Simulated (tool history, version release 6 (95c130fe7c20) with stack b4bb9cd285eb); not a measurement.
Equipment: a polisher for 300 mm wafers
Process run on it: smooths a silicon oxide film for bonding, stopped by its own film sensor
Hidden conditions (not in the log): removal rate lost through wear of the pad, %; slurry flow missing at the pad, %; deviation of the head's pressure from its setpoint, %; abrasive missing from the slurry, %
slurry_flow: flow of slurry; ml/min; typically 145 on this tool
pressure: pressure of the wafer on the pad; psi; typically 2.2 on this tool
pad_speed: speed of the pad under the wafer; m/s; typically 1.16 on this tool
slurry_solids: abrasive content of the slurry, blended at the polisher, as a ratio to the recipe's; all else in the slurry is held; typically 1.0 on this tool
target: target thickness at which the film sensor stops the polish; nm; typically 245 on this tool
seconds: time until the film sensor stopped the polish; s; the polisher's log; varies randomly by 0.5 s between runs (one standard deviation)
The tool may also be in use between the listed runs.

run     day  slurry_flow  pressure  pad_speed  slurry_solids  target  wafers since the last listed run  wafers polished on this pad  hours since the slurry nozzle was cleaned  hours since the head pressure was calibrated  hours since the slurry blender was calibrated  incoming thickness of the incoming film, nm  seconds
  1   0.000          145       2.2       1.16            1.0     245                                 0                         1325                                       43.0                                          91.3                                           30.6                                        298.2     59.4
  2   1.654          145       2.2       1.16            1.0     245                               453                         1778                                       82.7                                         131.0                                           70.3                                        302.6     64.7
  3   4.729          145       2.2       1.16            1.0     245                               842                         2620                                      156.5                                         204.8                                          144.1                                        298.9     60.2
      5.333  -- worn pad replaced by a new one
  4   6.600          145       2.2       1.16            1.0     245                               466                          346                                      201.4                                         249.7                                          189.0                                        297.4     59.4
      8.146  -- slurry blender recalibrated
  5  10.479          145       2.2       1.26            0.9     245                              1039                         1386                                      294.5                                         342.8                                           56.0                                        298.8     59.0
  6  14.271          145       2.2       1.26            0.9     245                              1038                         2425                                      385.5                                         433.8                                          147.0                                        300.9     60.5
     14.529  -- worn pad replaced by a new one
     15.233  -- head pressure recalibrated
     17.842  -- slurry blender recalibrated
  7  18.696          145       2.2       1.16            1.0     245                              1121                         1095                                      491.7                                          83.1                                           20.5                                        303.1     64.8
  8  23.192          145       2.2       1.16            1.0     245                              1231                         2327                                      599.6                                         191.0                                          128.4                                        300.1     61.6
     23.817  -- worn pad replaced by a new one
  9  26.688          145       2.2       0.86            1.0     245                               912                          787                                      683.5                                         274.9                                          212.3                                        299.9     76.8
     28.958  -- slurry nozzle cleaned
     30.062  -- slurry blender recalibrated
 10  30.404          145       1.8       1.16            1.0     260                               984                         1771                                       34.7                                         364.1                                            8.2                                        303.5     58.7
 11  34.500          105       2.2       1.16            1.0     245                              1122                         2893                                      133.0                                         462.4                                          106.5                                        301.2     65.0
     34.729  -- worn pad replaced by a new one
     36.200  -- head pressure recalibrated
 12  38.525          145       1.5       1.34            0.8     229                              1034                         1016                                      229.6                                          55.8                                          203.1                                        301.2    116.4
     42.512  -- slurry blender recalibrated
 13  42.533          195       2.2       1.00            1.2     257                              1075                         2092                                      325.8                                         152.0                                            0.5                                        303.4     52.6
     44.862  -- worn pad replaced by a new one
 14  45.496          145       2.2       1.16            0.8     258                               765                          173                                      396.9                                         223.1                                           71.6                                        296.9     47.5
 15  48.071          145       2.2       1.16            0.9     245                               705                          879                                      458.7                                         284.9                                          133.4                                        297.9     61.7

Forecast each of these 4 alternatives for the next run:
  A  48.088          145       2.2       1.38            1.0     245                                 4                          883                                      459.1                                         285.3                                          133.8                                        298.8        ?
  B  48.088          145       2.2       1.16            1.2     245                                 4                          883                                      459.1                                         285.3                                          133.8                                        298.8        ?
  C  48.088          145       2.2       0.98            1.0     245                                 4                          883                                      459.1                                         285.3                                          133.8                                        298.8        ?
  D  48.088          175       2.4       1.48            1.0     229                                 4                          883                                      459.1                                         285.3                                          133.8                                        298.8        ?

run  seconds
  A     52.1
  B     55.7
  C     68.5
  D     57.3
Without the tool's unlogged condition, the same runs would have read:
run  seconds
  A     52.1
  B     55.7
  C     68.5
  D     57.3
